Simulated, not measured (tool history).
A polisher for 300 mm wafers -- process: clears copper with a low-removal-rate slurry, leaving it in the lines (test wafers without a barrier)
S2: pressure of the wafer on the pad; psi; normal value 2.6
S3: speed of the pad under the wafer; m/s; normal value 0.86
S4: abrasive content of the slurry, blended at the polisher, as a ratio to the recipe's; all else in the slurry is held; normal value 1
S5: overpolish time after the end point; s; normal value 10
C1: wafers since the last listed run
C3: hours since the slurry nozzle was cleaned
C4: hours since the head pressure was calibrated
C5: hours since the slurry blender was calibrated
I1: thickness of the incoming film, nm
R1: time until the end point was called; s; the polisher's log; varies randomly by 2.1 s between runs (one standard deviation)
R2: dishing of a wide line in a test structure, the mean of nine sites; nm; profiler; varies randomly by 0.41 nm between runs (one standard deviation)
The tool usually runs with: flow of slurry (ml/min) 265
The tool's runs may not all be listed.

run 1 day=0 | flow_of_slurry_(ml/min)=265 S2=2.6 S3=0.86 S4=1 S5=10 | C1=0 wafers_polished_on_this_pad=5034 C3=567.6 C4=594.6 C5=253.8 | I1=345 | R1=164.4 R2=15.8
run 2 day=2.875 | flow_of_slurry_(ml/min)=265 S2=2.6 S3=0.86 S4=1 S5=7 | C1=555 wafers_polished_on_this_pad=5589 C3=636.6 C4=663.6 C5=322.8 | I1=340.6 | R1=165.2 R2=11.3
-- day=3.496 slurry nozzle cleaned
run 3 day=4.642 | flow_of_slurry_(ml/min)=265 S2=2.6 S3=0.86 S4=1 S5=10 | C1=333 wafers_polished_on_this_pad=5923 C3=27.5 C4=706 C5=365.2 | I1=345.5 | R1=164.6 R2=15.3
run 4 day=7.512 | flow_of_slurry_(ml/min)=265 S2=2.6 S3=0.86 S4=1 S5=10 | C1=554 wafers_polished_on_this_pad=6477 C3=96.4 C4=774.9 C5=434.1 | I1=340.3 | R1=164.5 R2=15.9
-- day=8.583 worn pad replaced by a new one
run 5 day=11.804 | flow_of_slurry_(ml/min)=225 S2=1.9 S3=0.72 S4=0.8 S5=10 | C1=796 wafers_polished_on_this_pad=622 C3=199.4 C4=877.9 C5=537.1 | I1=339.7 | R1=263 R2=10
run 6 day=15.6 | flow_of_slurry_(ml/min)=265 S2=2.6 S3=0.86 S4=1 S5=12 | C1=733 wafers_polished_on_this_pad=1355 C3=290.5 C4=969 C5=628.2 | I1=336.1 | R1=155 R2=18.3
-- day=17.233 slurry blender recalibrated
run 7 day=17.254 | flow_of_slurry_(ml/min)=265 S2=2.6 S3=0.86 S4=1 S5=10 | C1=303 wafers_polished_on_this_pad=1658 C3=330.2 C4=1008.7 C5=0.5 | I1=339.6 | R1=156.1 R2=15.8
run 8 day=19.5 | flow_of_slurry_(ml/min)=265 S2=2.6 S3=0.86 S4=1 S5=10 | C1=433 wafers_polished_on_this_pad=2092 C3=384.1 C4=1062.6 C5=54.4 | I1=338.3 | R1=157.2 R2=15.7
run 9 day=21.117 | flow_of_slurry_(ml/min)=265 S2=1.9 S3=0.86 S4=1 S5=10 | C1=312 wafers_polished_on_this_pad=2405 C3=422.9 C4=1101.4 C5=93.2 | I1=335.5 | R1=216.1 R2=11.4
-- day=21.738 head pressure recalibrated
run 10 day=23.683 | flow_of_slurry_(ml/min)=305 S2=3 S3=1.08 S4=1 S5=14 | C1=479 wafers_polished_on_this_pad=2884 C3=484.5 C4=46.7 C5=154.8 | I1=336.1 | R1=108.7 R2=27.7
run 11 day=26.117 | flow_of_slurry_(ml/min)=265 S2=2.1 S3=0.66 S4=1 S5=13 | C1=469 wafers_polished_on_this_pad=3354 C3=542.9 C4=105.1 C5=213.2 | I1=347.7 | R1=267.9 R2=12.9
run 12 day=27.896 | flow_of_slurry_(ml/min)=340 S2=2.6 S3=0.86 S4=0.75 S5=6 | C1=343 wafers_polished_on_this_pad=3698 C3=585.6 C4=147.8 C5=255.9 | I1=341.2 | R1=164.1 R2=9.6
run 13 day=30.492 | flow_of_slurry_(ml/min)=320 S2=2.3 S3=0.86 S4=0.85 S5=13 | C1=501 wafers_polished_on_this_pad=4199 C3=647.9 C4=210.1 C5=318.2 | I1=341.3 | R1=182.6 R2=17.9
run 14 day=33.067 | flow_of_slurry_(ml/min)=265 S2=2.6 S3=0.86 S4=0.75 S5=10 | C1=497 wafers_polished_on_this_pad=4696 C3=709.7 C4=271.9 C5=380 | I1=341.1 | R1=175.3 R2=15.1
run 15 day=37.238 | flow_of_slurry_(ml/min)=185 S2=2.1 S3=0.86 S4=0.8 S5=10 | C1=805 wafers_polished_on_this_pad=5502 C3=809.8 C4=372 C5=480.1 | I1=340 | R1=216.6 R2=12.2
-- day=38.329 slurry nozzle cleaned
run 16 day=39.562 | flow_of_slurry_(ml/min)=170 S2=1.9 S3=0.74 S4=1.25 S5=10 | C1=441 wafers_polished_on_this_pad=5943 C3=29.6 C4=427.8 C5=535.9 | I1=342.7 | R1=263.6 R2=10.1
-- day=40.679 worn pad replaced by a new one
run 17 day=41.171 | flow_of_slurry_(ml/min)=265 S2=2.6 S3=0.86 S4=1 S5=10 | C1=278 wafers_polished_on_this_pad=95 C3=68.2 C4=466.4 C5=574.5 | I1=339.1 | R1=152.9 R2=16
run 18 day=46.788 | flow_of_slurry_(ml/min)=300 S2=2.9 S3=0.86 S4=1.1 S5=5 | C1=1084 wafers_polished_on_this_pad=1180 C3=203 C4=601.2 C5=709.3 | I1=338.4 | R1=138.4 R2=9.5
run 19 day=49.958 | flow_of_slurry_(ml/min)=265 S2=3.5 S3=0.86 S4=0.7 S5=15 | C1=612 wafers_polished_on_this_pad=1792 C3=279.1 C4=677.3 C5=785.4 | I1=341.5 | R1=126.4 R2=27.5
-- day=52.288 slurry blender recalibrated
run 20 day=53.575 | flow_of_slurry_(ml/min)=265 S2=2.6 S3=0.86 S4=1 S5=10 | C1=682 wafers_polished_on_this_pad=2474 C3=365.9 C4=764.1 C5=30.9 | I1=339.6 | R1=162.4 R2=15.6
run 21 day=56.104 | flow_of_slurry_(ml/min)=265 S2=2.6 S3=0.86 S4=1.1 S5=10 | C1=488 wafers_polished_on_this_pad=2963 C3=426.6 C4=824.8 C5=91.6 | I1=339.6 | R1=156.2 R2=15.7
run 22 day=58.854 | flow_of_slurry_(ml/min)=265 S2=2.6 S3=0.86 S4=1 S5=10 | C1=531 wafers_polished_on_this_pad=3494 C3=492.6 C4=890.8 C5=157.6 | I1=344.4 | R1=165.8 R2=15.3
run 23 day=62.962 | flow_of_slurry_(ml/min)=350 S2=1.8 S3=0.86 S4=1 S5=10 | C1=793 wafers_polished_on_this_pad=4288 C3=591.2 C4=989.4 C5=256.2 | I1=334.3 | R1=222.9 R2=11.5
-- day=64.433 slurry nozzle cleaned
run 24 day=66.338 | flow_of_slurry_(ml/min)=265 S2=2.6 S3=0.86 S4=1 S5=10 | C1=643 wafers_polished_on_this_pad=4931 C3=45.7 C4=1070.4 C5=337.2 | I1=340.7 | R1=163.1 R2=15.5
-- day=69.275 worn pad replaced by a new one
run 25 day=70 | flow_of_slurry_(ml/min)=265 S2=2.1 S3=1 S4=0.9 S5=10 | C1=675 wafers_polished_on_this_pad=140 C3=133.6 C4=1158.3 C5=425.1 | I1=346.9 | R1=168.4 R2=14.4
run 26 day=74.383 | flow_of_slurry_(ml/min)=265 S2=3.1 S3=1.16 S4=0.75 S5=8 | C1=846 wafers_polished_on_this_pad=987 C3=238.8 C4=1263.5 C5=530.3 | I1=343.5 | R1=101.3 R2=19.4
run 27 day=76.467 | flow_of_slurry_(ml/min)=265 S2=2.6 S3=0.86 S4=1 S5=10 | C1=402 wafers_polished_on_this_pad=1389 C3=288.8 C4=1313.5 C5=580.3 | I1=335 | R1=156.1 R2=16.3
-- day=78.233 head pressure recalibrated
run 28 day=79.296 | flow_of_slurry_(ml/min)=265 S2=2.6 S3=0.64 S4=1 S5=10 | C1=530 wafers_polished_on_this_pad=1919 C3=356.7 C4=25.5 C5=648.2 | I1=339.5 | R1=214.9 R2=12.3

4 options for the next run, each taken on its own from the tool as it stands now. Forecast them:
run A day=79.317 | flow_of_slurry_(ml/min)=265 S2=2.6 S3=0.86 S4=1 S5=10 | C1=4 wafers_polished_on_this_pad=1923 C3=357.2 C4=26 C5=648.7 | I1=344.2 | R1=? R2=?
run B day=79.317 | flow_of_slurry_(ml/min)=265 S2=2.8 S3=0.86 S4=1 S5=6 | C1=4 wafers_polished_on_this_pad=1923 C3=357.2 C4=26 C5=648.7 | I1=344.2 | R1=? R2=?
run C day=79.317 | flow_of_slurry_(ml/min)=265 S2=2.6 S3=0.86 S4=1 S5=14 | C1=4 wafers_polished_on_this_pad=1923 C3=357.2 C4=26 C5=648.7 | I1=344.2 | R1=? R2=?
run D day=79.317 | flow_of_slurry_(ml/min)=265 S2=2.6 S3=1 S4=1 S5=8 | C1=4 wafers_polished_on_this_pad=1923 C3=357.2 C4=26 C5=648.7 | I1=344.2 | R1=? R2=?

run=A R1=158.9 R2=15.5
run=B R1=147.5 R2=10.6
run=C R1=158.9 R2=20.5
run=D R1=137 R2=14.6
With no hidden state in the tool, these same runs would have given:
run=A R1=150.2 R2=16.3
run=B R1=139.5 R2=11.1
run=C R1=150.2 R2=21.4
run=D R1=129.5 R2=15.3

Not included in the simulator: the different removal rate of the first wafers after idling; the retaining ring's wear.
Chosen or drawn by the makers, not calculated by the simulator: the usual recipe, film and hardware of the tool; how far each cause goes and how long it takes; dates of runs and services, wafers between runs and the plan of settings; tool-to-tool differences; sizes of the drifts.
